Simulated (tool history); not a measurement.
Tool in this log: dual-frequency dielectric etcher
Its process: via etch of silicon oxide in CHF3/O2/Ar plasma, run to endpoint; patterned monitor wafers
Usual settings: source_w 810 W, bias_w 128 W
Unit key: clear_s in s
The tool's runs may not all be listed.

run	day	source_w	bias_w	incoming incoming film thickness, nm	clear_s
1	0	810	107	553.4	258.8
# day 2.275: wet clean of the chamber
2	2.296	810	128	551	252.2
3	3.233	810	128	555.2	255.1
4	4.433	810	128	552.3	251.8
5	6.779	810	128	556.1	251.7
6	7.929	810	128	555.3	253.3
7	10.612	810	128	553	248.2
8	12.925	810	128	561	252
9	14.717	810	128	552.1	245.6
10	17.45	810	128	561.2	248.8
11	19.888	810	128	549.4	243.4
12	22.662	810	128	552.9	240.9
13	25.504	810	128	558.2	245
14	27.571	810	128	552.8	239.3
# day 29.042: wet clean of the chamber
15	29.896	810	128	552.1	250.9

Run 16 comes next. What will it give?
16	34.908	810	128	553.4	?

clear_s: 245.4 s
With no hidden state in the tool, this same run would have given clear_s 249.4 s.
